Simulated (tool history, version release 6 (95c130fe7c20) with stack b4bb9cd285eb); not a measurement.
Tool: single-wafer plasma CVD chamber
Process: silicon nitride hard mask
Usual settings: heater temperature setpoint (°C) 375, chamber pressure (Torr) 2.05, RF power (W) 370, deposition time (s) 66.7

| run | hour | heater temperature setpoint (°C) | chamber pressure (Torr) | RF power (W) | deposition time (s) | read-back reference wafer on the same gauge, thickness_nm | mean film thickness on the monitor wafer (Å) |
|---|---|---|---|---|---|---|---|
| 1 | 0 | 386 | 2.05 | 370 | 66.7 | 102.337 | 856.2 |
| 2 | 38.7 | 383 | 2.05 | 370 | 66.7 | 102.418 | 856.56 |
| 3 | 91.6 | 383 | 2.05 | 370 | 66.7 | 102.424 | 856.64 |
| 4 | 123.6 | 383 | 2.05 | 370 | 66.7 | 102.45 | 854.38 |
| 5 | 169.5 | 375 | 2.05 | 370 | 66.7 | 102.46 | 856.17 |
| 6 | 208.3 | 375 | 2.05 | 370 | 66.7 | 102.423 | 857.54 |
| 7 | 268.5 | 375 | 2.05 | 370 | 66.7 | 102.399 | 853.37 |
| 8 | 338.7 | 375 | 2.05 | 370 | 66.7 | 102.318 | 852.37 |
|  | 370.3 | capacitance manometer re-zeroed and calibrated |
| 9 | 397.2 | 375 | 2.05 | 370 | 66.7 | 102.328 | 879.53 |
|  | 405.3 | RF generator calibrated |
| 10 | 421.4 | 375 | 2.05 | 370 | 66.7 | 102.358 | 889.11 |
| 11 | 459.5 | 386 | 1.61 | 370 | 66.7 | 102.42 | 827.56 |
|  | 465.1 | gauge calibrated |
| 12 | 489.7 | 375 | 2.27 | 410 | 73.4 | 102.37 | 1082.21 |
|  | 557.3 | showerhead replaced |
| 13 | 557.8 | 375 | 2.05 | 370 | 66.7 | 102.403 | 885.63 |
| 14 | 611.2 | 384 | 2.05 | 370 | 66.7 | 102.377 | 881.29 |
| 15 | 644 | 375 | 2.05 | 370 | 66.7 | 102.432 | 882.24 |
| 16 | 693 | 375 | 2.05 | 370 | 56.4 | 102.341 | 746.46 |
|  | 775.4 | thermocouple changed; heater temperature recalibrated |
| 17 | 881.5 | 375 | 2.34 | 430 | 66.7 | 102.445 | 1017 |
| 18 | 926.3 | 380 | 2.22 | 350 | 60.6 | 102.415 | 778.1 |
| 19 | 963.9 | 375 | 2.05 | 370 | 66.7 | 102.393 | 877.76 |
| 20 | 993.9 | 375 | 2.2 | 370 | 70.7 | 102.371 | 948.28 |
| 21 | 1054.7 | 375 | 2.05 | 430 | 66.7 | 102.403 | 980.37 |

The same runs without the tool's hidden state, with the same run-to-run variation:
The hidden state here: wafer temperature above the value expected at the setpoint (K); delivered RF power above the setpoint (%); true pressure above the setpoint (%); gauge reads high (%).
| run | mean film thickness on the monitor wafer (Å) |
|---|---|
| 1 | 884.73 |
| 2 | 886 |
| 3 | 887.34 |
| 4 | 885.75 |
| 5 | 888.7 |
| 6 | 891.05 |
| 7 | 888.13 |
| 8 | 888.77 |
| 9 | 890.94 |
| 10 | 888.6 |
| 11 | 827.76 |
| 12 | 1083.27 |
| 13 | 888.12 |
| 14 | 884.95 |
| 15 | 886.63 |
| 16 | 751.09 |
| 17 | 1027.53 |
| 18 | 787.52 |
| 19 | 889.23 |
| 20 | 961.4 |
| 21 | 994.63 |
